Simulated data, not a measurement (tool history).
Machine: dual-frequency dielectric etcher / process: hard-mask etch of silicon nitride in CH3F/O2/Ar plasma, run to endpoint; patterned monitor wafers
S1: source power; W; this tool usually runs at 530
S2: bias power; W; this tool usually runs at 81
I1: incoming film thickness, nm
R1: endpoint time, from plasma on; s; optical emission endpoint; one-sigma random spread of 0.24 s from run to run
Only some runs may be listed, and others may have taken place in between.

run	day	S1	S2	I1	R1
1	0.000	530	81	34.57	42.0
2	1.721	460	81	35.09	45.0
3	3.338	460	81	35.07	45.2
4	5.179	460	81	35.77	45.8
5	7.796	530	81	35.33	42.2
6	9.762	530	81	35.63	42.7
# day 12.638: wet clean of the chamber
7	12.658	530	81	35.49	43.4
8	14.092	530	72	35.30	44.6
9	15.571	530	72	35.93	44.8
10	18.096	530	72	34.99	43.7
11	19.675	530	67	35.00	44.7
# day 21.792: upper electrode replaced
12	22.408	480	81	35.39	44.7
13	23.429	530	71	35.69	44.7
14	25.212	530	71	35.49	43.7
15	26.804	530	71	35.01	43.4
# day 29.467: source power generator calibrated
# day 30.008: wet clean of the chamber
16	30.029	530	93	35.49	41.4
17	31.992	530	63	35.16	46.0
# day 32.746: bias power generator calibrated
18	33.642	400	70	35.51	51.2
19	36.046	440	74	34.87	47.2
20	38.375	570	70	35.52	43.3
21	40.296	530	81	35.18	42.0
22	41.825	420	72	35.17	48.6
23	43.296	530	81	35.40	42.1
24	44.821	590	92	35.05	38.0
25	46.996	530	81	35.33	41.4
# day 49.138: wet clean of the chamber
26	49.158	570	98	35.25	39.4
27	50.946	620	63	35.08	42.7
28	52.533	530	81	34.93	42.4
29	54.762	420	73	35.23	49.0
30	57.075	440	68	35.20	49.1
31	59.596	430	66	35.62	49.5
32	61.812	410	96	35.46	45.5

What if the next run were any one of these 4? Each begins from the tool's condition after run 32:
A	61.829	620	81	35.58	?
B	61.829	580	95	35.58	?
C	61.829	530	88	35.58	?
D	61.829	530	100	35.58	?

run	R1
A	39.4
B	38.7
C	41.3
D	39.7
Without the tool's hidden state the same runs would have given:
run	R1
A	40.3
B	39.6
C	42.3
D	40.6
